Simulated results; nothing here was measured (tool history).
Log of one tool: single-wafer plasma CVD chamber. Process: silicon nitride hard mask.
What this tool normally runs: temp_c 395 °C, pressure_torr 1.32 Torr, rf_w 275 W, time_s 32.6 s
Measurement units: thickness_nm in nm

| run | hour | temp_c | pressure_torr | rf_w | time_s | read-back reference wafer on the same gauge, thickness_nm | thickness_nm |
|---|---|---|---|---|---|---|---|
| 1 | 0.0 | 395 | 1.32 | 275 | 32.6 | 30.567 | 33.533 |
|  | 14.6 | thermocouple changed; heater temperature recalibrated |
| 2 | 25.9 | 395 | 1.32 | 275 | 32.6 | 30.624 | 33.732 |
| 3 | 55.6 | 395 | 1.32 | 275 | 32.6 | 30.588 | 33.411 |
| 4 | 90.7 | 395 | 1.32 | 275 | 32.6 | 30.598 | 33.581 |
| 5 | 115.4 | 395 | 1.32 | 275 | 32.6 | 30.612 | 33.456 |
| 6 | 180.9 | 395 | 1.32 | 275 | 32.6 | 30.604 | 33.614 |
| 7 | 246.6 | 395 | 1.32 | 275 | 32.6 | 30.602 | 33.318 |
|  | 306.8 | showerhead replaced |
| 8 | 313.8 | 395 | 1.32 | 275 | 32.6 | 30.586 | 33.304 |
| 9 | 378.6 | 395 | 1.32 | 275 | 32.6 | 30.651 | 33.233 |
|  | 433.3 | capacitance manometer re-zeroed and calibrated |
| 10 | 433.8 | 395 | 1.32 | 275 | 32.6 | 30.605 | 34.546 |
| 11 | 481.7 | 395 | 1.32 | 275 | 34.9 | 30.551 | 37.114 |
| 12 | 522.5 | 395 | 1.32 | 225 | 35.8 | 30.590 | 30.883 |
|  | 522.7 | gauge calibrated |
|  | 589.3 | RF generator calibrated |
| 13 | 590.1 | 395 | 1.22 | 325 | 29.6 | 30.531 | 35.585 |
| 14 | 621.8 | 395 | 1.32 | 275 | 32.6 | 30.620 | 34.493 |
| 15 | 650.1 | 395 | 1.32 | 305 | 32.6 | 30.608 | 38.149 |
| 16 | 701.9 | 395 | 1.09 | 275 | 32.6 | 30.625 | 32.272 |
| 17 | 768.4 | 395 | 1.05 | 310 | 32.6 | 30.604 | 35.439 |
| 18 | 815.6 | 395 | 1.49 | 275 | 32.6 | 30.603 | 36.041 |
| 19 | 848.4 | 395 | 1.32 | 225 | 34.8 | 30.654 | 29.633 |
| 20 | 906.8 | 395 | 1.32 | 275 | 32.6 | 30.589 | 34.508 |
|  | 948.7 | thermocouple changed; heater temperature recalibrated |
| 21 | 978.4 | 391 | 1.03 | 275 | 32.6 | 30.606 | 31.534 |
| 22 | 1047.3 | 395 | 1.32 | 275 | 32.6 | 30.663 | 34.525 |
| 23 | 1229.8 | 410 | 1.32 | 245 | 26.8 | 30.628 | 25.032 |
| 24 | 1260.4 | 395 | 1.12 | 235 | 27.0 | 30.618 | 22.888 |
| 25 | 1327.9 | 395 | 1.58 | 275 | 32.6 | 30.645 | 36.563 |
| 26 | 1448.9 | 395 | 1.32 | 275 | 34.9 | 30.595 | 36.985 |
| 27 | 1497.2 | 395 | 1.32 | 275 | 28.6 | 30.602 | 30.147 |

Here are 5 independent what-if runs from the current tool condition. What would each one return?
| A | 1497.6 | 395 | 1.32 | 275 | 32.6 | ? | ? |
| B | 1497.6 | 395 | 1.32 | 320 | 32.6 | ? | ? |
| C | 1497.6 | 395 | 1.15 | 275 | 32.6 | ? | ? |
| D | 1497.6 | 381 | 1.49 | 315 | 35.5 | ? | ? |
| E | 1497.6 | 395 | 1.32 | 275 | 26.4 | ? | ? |

| run | read-back reference wafer on the same gauge, thickness_nm | thickness_nm |
|---|---|---|
| A | 30.558 | 34.564 |
| B | 30.558 | 39.659 |
| C | 30.558 | 32.936 |
| D | 30.558 | 44.584 |
| E | 30.558 | 28.005 |
Stripped of hidden state, with their random variation kept, the same runs would have yielded:
| run | thickness_nm |
|---|---|
| A | 34.666 |
| B | 39.775 |
| C | 33.040 |
| D | 44.707 |
| E | 28.087 |
